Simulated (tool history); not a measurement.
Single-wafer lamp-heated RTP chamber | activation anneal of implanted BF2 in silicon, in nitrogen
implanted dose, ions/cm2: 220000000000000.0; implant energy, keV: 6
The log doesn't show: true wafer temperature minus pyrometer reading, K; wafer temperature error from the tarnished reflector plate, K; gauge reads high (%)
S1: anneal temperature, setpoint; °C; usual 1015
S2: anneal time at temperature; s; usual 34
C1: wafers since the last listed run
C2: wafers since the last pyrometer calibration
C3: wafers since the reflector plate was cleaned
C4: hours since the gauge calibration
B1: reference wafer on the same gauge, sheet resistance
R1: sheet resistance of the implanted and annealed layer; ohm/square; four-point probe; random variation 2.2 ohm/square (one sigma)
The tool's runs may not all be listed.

run,hour,S1,S2,C1,C2,C3,C4,B1,R1
1,0,1001,34,0,2052,4468,463.7,477.71,579.83
2,16,1015,34,189,2242,4657,479.7,477.55,552.63
3,45.2,1015,24,345,2587,5003,508.9,478.46,571.23
4,78.8,1015,24,397,2985,5401,542.5,477.4,568.67
5,102.6,1015,24,281,3267,5682,566.3,478.35,571.88
6,128.9,1015,34,311,3578,5994,592.6,478.15,557.07
7,163.5,1015,34,409,3987,6403,627.2,477.94,559.48
8,178.3,1030,39,175,4163,6578,642,478.43,536.28
9,195.3,1015,34,201,4364,6779,659,477.36,555.79
10,218.2,1015,34,271,4635,7050,681.9,477.76,548.03
11,239.2,1015,34,248,4883,7299,702.9,478.55,550.42
12,256.2,1015,34,201,5085,7500,719.9,478.13,552.57
13,269.8,1015,34,160,5246,7661,733.5,477.68,549.83
14,294.3,1015,34,289,5536,7951,758,477.47,549.52
15,317.7,1015,51,276,5813,8228,781.4,477.91,541.26
16,339.4,1044,34,256,6069,8485,803.1,477.81,531.42
# hour 341.8: gauge calibrated
# hour 356.1: pyrometer window cleaned and pyrometer calibrated
17,366,993,34,220,117,8705,24.2,478.31,599.42
18,401.5,1006,19,420,537,9125,59.7,477.83,602.88
19,415.3,1029,19,163,700,9289,73.5,477.82,567.81
# hour 437.8: reflector plate cleaned
20,493.4,1015,21,829,1530,658,151.6,477.44,578.79
21,510.7,1006,19,204,1735,862,168.9,477.88,602.09
22,525.6,1023,26,176,1911,1039,183.8,478.17,558.33
23,546.7,1015,34,249,2161,1289,204.9,477.96,556.08
24,580.1,1037,48,395,2556,1684,238.3,478.09,529.64
25,603.8,1015,39,280,2837,1964,262,477.9,550.15
26,634.8,1015,34,366,3204,2331,293,478.35,557.11
27,647.9,994,45,155,3359,2486,306.1,478.29,578.3
28,675,986,42,320,3680,2807,333.2,478.74,599.03

Hidden state or all else? Some run-to-run changes of R1, split into what the settings, what came in and random variation would give without the hidden state, and what is left for the hidden state (with any gauge scatter that isn't in both results):
Run 8 -> 9: S1 1030 -> 1015, S2 39 -> 34. R1 +19.51 ohm/square: hidden state -4.96, all else +24.47.
Run 16 -> 17: S1 1044 -> 993, gauge calibrated, pyrometer window cleaned and pyrometer calibrated. R1 +68 ohm/square: hidden state +6.41, all else +61.59.
Run 21 -> 22: S1 1006 -> 1023, S2 19 -> 26. R1 -43.76 ohm/square: hidden state +1.87, all else -45.63.
